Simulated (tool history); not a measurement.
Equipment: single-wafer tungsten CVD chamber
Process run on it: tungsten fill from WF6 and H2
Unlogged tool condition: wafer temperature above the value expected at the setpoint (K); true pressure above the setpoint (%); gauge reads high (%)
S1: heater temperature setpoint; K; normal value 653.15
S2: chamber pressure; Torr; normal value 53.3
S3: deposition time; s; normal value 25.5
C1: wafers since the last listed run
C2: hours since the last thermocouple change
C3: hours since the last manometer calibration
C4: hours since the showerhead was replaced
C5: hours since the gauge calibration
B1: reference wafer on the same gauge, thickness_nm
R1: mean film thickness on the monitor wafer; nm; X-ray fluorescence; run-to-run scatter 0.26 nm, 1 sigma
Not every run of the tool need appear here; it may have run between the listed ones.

run	day	S1	S2	S3	C1	C2	C3	C4	C5	B1	R1
1	0	653.15	61.5	25.5	0	884.4	1831.8	2986.5	373	62.284	70.119
2	0.304	653.15	61.5	25.5	136	891.7	1839.1	2993.8	380.3	62.317	69.939
3	0.721	653.15	61.5	25.5	186	901.7	1849.1	3003.8	390.3	62.248	69.47
4	1.392	653.15	62.6	25.5	301	917.8	1865.2	3019.9	406.4	62.345	71.21
5	1.829	653.15	62.6	25.5	196	928.3	1875.7	3030.4	416.9	62.348	70.316
# day 2.658: thermocouple changed; heater temperature recalibrated
6	2.679	653.15	62.6	25.5	231	0.5	1896.1	3050.8	437.3	62.226	74.557
7	3.258	653.15	45.6	25.5	259	14.4	1910	3064.7	451.2	62.276	64.51
8	3.596	653.15	45.6	25.5	151	22.5	1918.1	3072.8	459.3	62.226	64.62
9	4.042	653.15	45.6	25.5	200	33.2	1928.8	3083.5	470	62.284	64.481
# day 4.362: gauge calibrated
10	4.492	653.15	53.3	22.2	201	44	1939.6	3094.3	3.1	62.342	60.618
11	5.204	668.15	47	29.2	319	61.1	1956.7	3111.4	20.2	62.31	101.318
12	5.875	647.15	53.3	30.4	301	77.2	1972.8	3127.5	36.3	62.174	73.13
13	6.162	653.15	53.3	25.5	129	84.1	1979.7	3134.4	43.2	62.363	69.569
# day 6.6: thermocouple changed; heater temperature recalibrated, repeated, since the last time left the tool worse
14	6.808	653.15	53.3	25.5	140	5	1995.2	3149.9	58.7	62.181	62.016
15	7.196	653.15	53.3	25.5	173	14.3	2004.5	3159.2	68	62.329	62.258
# day 7.612: showerhead replaced
# day 8.012: capacitance manometer re-zeroed and calibrated
16	8.033	666.15	59.9	22.9	76	34.4	0.5	10.1	88.1	62.397	76.957
17	8.196	663.15	42.9	28.8	72	38.3	4.4	14	92	62.257	78.575
18	8.546	653.15	45.6	25.5	157	46.7	12.8	22.4	100.4	62.402	57.776
19	9.1	653.15	53.3	27.6	248	60	26.1	35.7	113.7	62.328	67.216
20	9.771	648.15	53.3	25.5	301	76.1	42.2	51.8	129.8	62.395	55.959
21	10.15	638.15	46.1	26.9	170	85.2	51.3	60.9	138.9	62.335	44.141
22	10.658	653.15	45.9	25.5	228	97.4	63.5	73.1	151.1	62.293	58.166
23	11.062	653.15	53.3	30.4	181	107.1	73.2	82.8	160.8	62.345	74.104
24	11.596	653.15	53.3	25.5	239	119.9	86	95.6	173.6	62.407	62.395
25	12.662	646.15	41.3	25.5	478	145.5	111.6	121.2	199.2	62.334	47.67
26	13.167	657.15	41	25.5	226	157.6	123.7	133.3	211.3	62.287	60.045
27	13.538	646.15	53.3	30.6	166	166.5	132.6	142.2	220.2	62.229	64.335
28	13.896	653.15	53.3	25.5	160	175.1	141.2	150.8	228.8	62.326	62.332
29	14.217	653.15	44.1	22.6	143	182.8	148.9	158.5	236.5	62.269	50.589
30	14.817	638.15	53.3	23.6	269	197.2	163.3	172.9	250.9	62.158	41.055
31	15.846	645.15	57.6	22.1	461	221.9	188	197.6	275.6	62.248	46.795
32	16.458	657.15	53.3	25.5	274	236.6	202.7	212.3	290.3	62.431	67.633
33	17.179	664.15	47.9	27.3	323	253.9	220	229.6	307.6	62.357	80.533
34	17.517	653.15	45.6	25.5	151	262	228.1	237.7	315.7	62.17	58.174

Had the tool no unlogged condition, and each run kept its random variation, what would the results have been?
run	R1
1	66.358
2	66.123
3	65.593
4	67.091
5	66.153
6	66.546
7	57.578
8	57.674
9	57.548
10	54.097
11	91.215
12	64.998
13	62.061
14	61.92
15	62.161
16	76.838
17	78.451
18	57.677
19	67.094
20	55.844
21	44.041
22	58.035
23	73.926
24	62.231
25	47.516
26	59.844
27	64.094
28	62.093
29	50.385
30	40.858
31	46.542
32	67.251
33	80.051
34	57.787

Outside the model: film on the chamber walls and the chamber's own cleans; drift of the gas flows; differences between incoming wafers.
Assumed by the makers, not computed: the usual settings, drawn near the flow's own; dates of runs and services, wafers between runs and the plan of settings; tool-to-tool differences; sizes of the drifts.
